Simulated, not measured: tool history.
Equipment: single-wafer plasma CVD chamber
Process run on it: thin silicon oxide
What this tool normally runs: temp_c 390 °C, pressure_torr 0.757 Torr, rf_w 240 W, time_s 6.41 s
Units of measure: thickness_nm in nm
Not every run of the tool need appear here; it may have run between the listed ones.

run     day  temp_c  pressure_torr  rf_w  time_s  wafers since the last listed run  hours since the last thermocouple change  hours since the last RF generator calibration  hours since the last manometer calibration  hours since the showerhead was replaced  hours since the gauge calibration  read-back reference wafer on the same gauge, thickness_nm  thickness_nm
  1   0.000     390          0.757   240    6.41                                 0                                     967.0                                          489.9                                      1177.7                                   3991.5                              600.9                                                      8.882         9.577
  2   0.550     390          0.757   240    6.41                               622                                     980.2                                          503.1                                      1190.9                                   4004.7                              614.1                                                      8.863         9.642
  3   1.692     390          0.757   240    6.41                              1291                                    1007.6                                          530.5                                      1218.3                                   4032.1                              641.5                                                      8.887         9.668
  4   5.525     390          0.757   240    6.41                              4336                                    1099.6                                          622.5                                      1310.3                                   4124.1                              733.5                                                      8.878         9.607
  5   6.350     390          0.757   240    6.41                               933                                    1119.4                                          642.3                                      1330.1                                   4143.9                              753.3                                                      8.874         9.565
      7.900  -- thermocouple changed; heater temperature recalibrated
  6   7.921     390          0.757   240    6.41                              1399                                       0.5                                          680.0                                      1367.8                                   4181.6                              791.0                                                      8.896         9.631
  7   8.492     390          0.757   240    6.41                               645                                      14.2                                          693.7                                      1381.5                                   4195.3                              804.7                                                      8.882         9.597
  8   9.983     390          0.757   240    6.41                              1687                                      50.0                                          729.5                                      1417.3                                   4231.1                              840.5                                                      8.883         9.563
     10.617  -- showerhead replaced
  9  11.271     390          0.757   240    7.39                              1079                                      80.9                                          760.4                                      1448.2                                     15.7                              871.4                                                      8.878        11.011
 10  12.062     390          0.757   230    6.41                               895                                      99.9                                          779.4                                      1467.2                                     34.7                              890.4                                                      8.879         9.436
     12.512  -- capacitance manometer re-zeroed and calibrated
 11  14.075     390          0.757   240    6.41                              1899                                     148.2                                          827.7                                        37.5                                     83.0                              938.7                                                      8.881         9.558
 12  14.779     390          0.757   230    6.41                               796                                     165.1                                          844.6                                        54.4                                     99.9                              955.6                                                      8.885         9.461
     14.992  -- gauge calibrated
 13  15.696     390          0.757   240    6.41                              1036                                     187.1                                          866.6                                        76.4                                    121.9                               16.9                                                      8.882         9.580
 14  16.625     390          0.757   240    7.29                              1051                                     209.4                                          888.9                                        98.7                                    144.2                               39.2                                                      8.881        10.902
 15  17.979     377          0.757   240    5.29                              1531                                     241.9                                          921.4                                       131.2                                    176.7                               71.7                                                      8.882         7.945
 16  19.925     396          0.757   240    6.41                              2201                                     288.6                                          968.1                                       177.9                                    223.4                              118.4                                                      8.879         9.538
 17  20.492     378          0.757   280    6.41                               641                                     302.2                                          981.7                                       191.5                                    237.0                              132.0                                                      8.887        10.253
     21.150  -- RF generator calibrated
 18  21.350     375          0.757   210    5.77                               593                                     322.8                                            4.8                                       212.1                                    257.6                              152.6                                                      8.865         8.486
 19  22.417     390          0.757   240    6.41                              1206                                     348.4                                           30.4                                       237.7                                    283.2                              178.2                                                      8.878         9.759
 20  23.829     381          0.860   275    6.83                              1597                                     382.3                                           64.3                                       271.6                                    317.1                              212.1                                                      8.879        12.460
 21  24.617     390          0.757   240    6.41                               890                                     401.2                                           83.2                                       290.5                                    336.0                              231.0                                                      8.881         9.699
 22  25.221     397          0.855   240    5.91                               683                                     415.7                                           97.7                                       305.0                                    350.5                              245.5                                                      8.879        10.030
 23  25.896     390          0.644   240    6.41                               763                                     431.9                                          113.9                                       321.2                                    366.7                              261.7                                                      8.882         8.212
 24  26.871     390          0.692   195    7.47                              1102                                     455.3                                          137.3                                       344.6                                    390.1                              285.1                                                      8.879         9.554
 25  27.675     390          0.757   240    6.41                               909                                     474.6                                          156.6                                       363.9                                    409.4                              304.4                                                      8.886         9.801
 26  28.617     390          0.757   240    6.41                              1065                                     497.2                                          179.2                                       386.5                                    432.0                              327.0                                                      8.870         9.731
 27  29.271     390          0.757   270    6.41                               740                                     512.9                                          194.9                                       402.2                                    447.7                              342.7                                                      8.879        10.118
 28  29.983     385          0.757   200    6.00                               806                                     530.0                                          212.0                                       419.3                                    464.8                              359.8                                                      8.866         8.485

Here are 5 independent what-if runs from the current tool condition. What would each one return?
  A  30.000     402          0.757   240    6.41                                18                                     530.4                                          212.4                                       419.7                                    465.2                              360.2                                                          ?             ?
  B  30.000     386          0.705   260    5.43                                18                                     530.4                                          212.4                                       419.7                                    465.2                              360.2                                                          ?             ?
  C  30.000     398          0.757   240    7.62                                18                                     530.4                                          212.4                                       419.7                                    465.2                              360.2                                                          ?             ?
  D  30.000     390          0.921   240    6.41                                18                                     530.4                                          212.4                                       419.7                                    465.2                              360.2                                                          ?             ?
  E  30.000     390          0.930   225    5.16                                18                                     530.4                                          212.4                                       419.7                                    465.2                              360.2                                                          ?             ?

run  read-back reference wafer on the same gauge, thickness_nm  thickness_nm
  A                                                      8.892         9.631
  B                                                      8.892         7.906
  C                                                      8.892        11.474
  D                                                      8.892        11.561
  E                                                      8.892         9.158
Without the tool's hidden state the same runs would have given:
run  thickness_nm
  A         9.790
  B         8.030
  C        11.662
  D        11.751
  E         9.309

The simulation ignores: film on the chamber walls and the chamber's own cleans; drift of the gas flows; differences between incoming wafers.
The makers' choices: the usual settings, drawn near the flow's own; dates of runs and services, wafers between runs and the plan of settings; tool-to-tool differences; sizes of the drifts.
